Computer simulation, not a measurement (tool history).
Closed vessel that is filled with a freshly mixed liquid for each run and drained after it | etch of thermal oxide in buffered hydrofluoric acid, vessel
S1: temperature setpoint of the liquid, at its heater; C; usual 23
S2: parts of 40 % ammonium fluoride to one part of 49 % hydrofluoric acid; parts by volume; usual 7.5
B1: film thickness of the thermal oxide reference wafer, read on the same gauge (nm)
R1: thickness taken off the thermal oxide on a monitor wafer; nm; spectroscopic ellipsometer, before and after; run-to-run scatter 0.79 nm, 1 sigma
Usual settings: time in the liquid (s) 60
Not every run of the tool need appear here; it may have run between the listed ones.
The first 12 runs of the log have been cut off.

{"run": 13, "hour": 915.7, "S1": 18.5, "S2": 7.5, "time in the liquid (s)": 75, "B1": 149.98, "R1": 78.99}
{"run": 14, "hour": 955.6, "S1": 23, "S2": 7.5, "time in the liquid (s)": 30, "B1": 150.01, "R1": 39.99}
{"run": 15, "hour": 1018.2, "S1": 27.5, "S2": 7.5, "time in the liquid (s)": 60, "B1": 149.98, "R1": 103.15}
{"run": 16, "hour": 1059.6, "S1": 27.5, "S2": 9, "time in the liquid (s)": 80, "B1": 150, "R1": 112.03}
{"hour": 1078.1, "done": "gauge calibrated"}
{"run": 17, "hour": 1128.4, "S1": 18, "S2": 5, "time in the liquid (s)": 30, "B1": 150, "R1": 43.18}
{"run": 18, "hour": 1237.5, "S1": 23, "S2": 7.5, "time in the liquid (s)": 60, "B1": 149.98, "R1": 79.85}
{"run": 19, "hour": 1332.5, "S1": 23, "S2": 7.5, "time in the liquid (s)": 60, "B1": 150.01, "R1": 77.92}
{"run": 20, "hour": 1398.5, "S1": 19.5, "S2": 6, "time in the liquid (s)": 60, "B1": 150, "R1": 80.68}
{"run": 21, "hour": 1499.5, "S1": 27.5, "S2": 9, "time in the liquid (s)": 90, "B1": 150.03, "R1": 123.98}
{"run": 22, "hour": 1600.2, "S1": 23, "S2": 7.5, "time in the liquid (s)": 60, "B1": 150.01, "R1": 76.05}
{"run": 23, "hour": 1805.2, "S1": 21.5, "S2": 10.5, "time in the liquid (s)": 60, "B1": 150, "R1": 52.11}
{"run": 24, "hour": 1884.2, "S1": 23, "S2": 7.5, "time in the liquid (s)": 75, "B1": 150, "R1": 94.04}
{"run": 25, "hour": 1979.8, "S1": 26.5, "S2": 8.5, "time in the liquid (s)": 70, "B1": 150, "R1": 93.35}
{"hour": 2047.4, "done": "hydrofluoric acid flow meter replaced"}
{"run": 26, "hour": 2077.4, "S1": 25.5, "S2": 7.5, "time in the liquid (s)": 60, "B1": 150, "R1": 94.39}
{"run": 27, "hour": 2142.1, "S1": 23, "S2": 6, "time in the liquid (s)": 60, "B1": 149.98, "R1": 101.15}
{"run": 28, "hour": 2241.6, "S1": 23, "S2": 6, "time in the liquid (s)": 35, "B1": 150.02, "R1": 59.14}
{"run": 29, "hour": 2295.7, "S1": 23, "S2": 6.5, "time in the liquid (s)": 35, "B1": 149.98, "R1": 55.56}
{"run": 30, "hour": 2340.2, "S1": 27.5, "S2": 7.5, "time in the liquid (s)": 40, "B1": 150, "R1": 69.78}
{"run": 31, "hour": 2434.2, "S1": 23, "S2": 7.5, "time in the liquid (s)": 60, "B1": 150, "R1": 81.2}
{"run": 32, "hour": 2530.5, "S1": 20, "S2": 6.5, "time in the liquid (s)": 60, "B1": 150.02, "R1": 79.23}
{"run": 33, "hour": 2599.9, "S1": 19.5, "S2": 7.5, "time in the liquid (s)": 35, "B1": 150.03, "R1": 38.88}

Each row is a separate what-if for the run after 33, all from the same tool condition, not one after another. Results?
{"run": "A", "hour": 2600.6, "S1": 23, "S2": 7.5, "time in the liquid (s)": 60, "B1": "?", "R1": "?"}
{"run": "B", "hour": 2600.6, "S1": 24.5, "S2": 7.5, "time in the liquid (s)": 80, "B1": "?", "R1": "?"}
{"run": "C", "hour": 2600.6, "S1": 23, "S2": 5, "time in the liquid (s)": 80, "B1": "?", "R1": "?"}
{"run": "D", "hour": 2600.6, "S1": 20.5, "S2": 5, "time in the liquid (s)": 45, "B1": "?", "R1": "?"}

run=A B1=149.99 R1=79.45
run=B B1=149.99 R1=114.92
run=C B1=149.99 R1=153.99
run=D B1=149.99 R1=75.51
The same runs, with their run-to-run variation unchanged, on a tool lacking any hidden condition would have given:
run=A R1=80.47
run=B R1=116.45
run=C R1=154.15
run=D R1=75.54
